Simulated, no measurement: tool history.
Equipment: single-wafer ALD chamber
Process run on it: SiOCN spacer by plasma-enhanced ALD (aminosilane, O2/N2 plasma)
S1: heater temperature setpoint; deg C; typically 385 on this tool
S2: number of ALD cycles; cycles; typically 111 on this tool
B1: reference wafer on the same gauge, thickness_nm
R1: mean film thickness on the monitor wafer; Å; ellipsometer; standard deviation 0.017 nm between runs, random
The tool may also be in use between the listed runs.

run	day	S1	S2	B1	R1
1	0	385	111	5.89	66.24
2	0.758	385	111	5.89	66.39
3	1.925	385	111	5.891	66.08
4	3.05	385	111	5.882	66.16
5	4.067	385	111	5.891	66.05
6	5.3	385	111	5.89	66.45
7	6.396	385	111	5.893	66.29
8	7.604	385	111	5.894	66.55
9	8.529	385	111	5.887	66.41
10	9.242	385	111	5.885	66.28
# day 9.846: thermocouple changed; heater temperature recalibrated
11	9.867	385	111	5.89	66.43
12	11.225	377	111	5.891	66.24
13	12.633	385	111	5.888	66.59
14	13.175	385	111	5.891	66.33
15	14.533	374	123	5.893	73.29
16	15.712	385	130	5.89	77.91
17	16.217	385	111	5.888	66.59
18	16.883	380	130	5.895	77.77
19	18.229	385	111	5.887	66.21
20	19.412	378	118	5.892	70.47
# day 20.279: gauge calibrated
21	22.171	385	111	5.89	66.24
22	23.362	385	111	5.893	66.62
23	24.079	385	125	5.891	74.41
24	25.233	385	95	5.894	56.85
25	25.958	385	111	5.891	66.32
26	27.296	374	128	5.889	76.51
27	28.229	392	103	5.898	61.28

Predict each of these 3 candidate next runs independently; none follows another, all start after run 27:
A	28.254	385	128	?	?
B	28.254	372	111	?	?
C	28.254	395	95	?	?

run	B1	R1
A	5.893	76.69
B	5.893	66.5
C	5.893	56.92
The same runs, with their run-to-run variation unchanged, on a tool lacking any hidden condition would have given:
run	R1
A	76.69
B	66.5
C	56.92
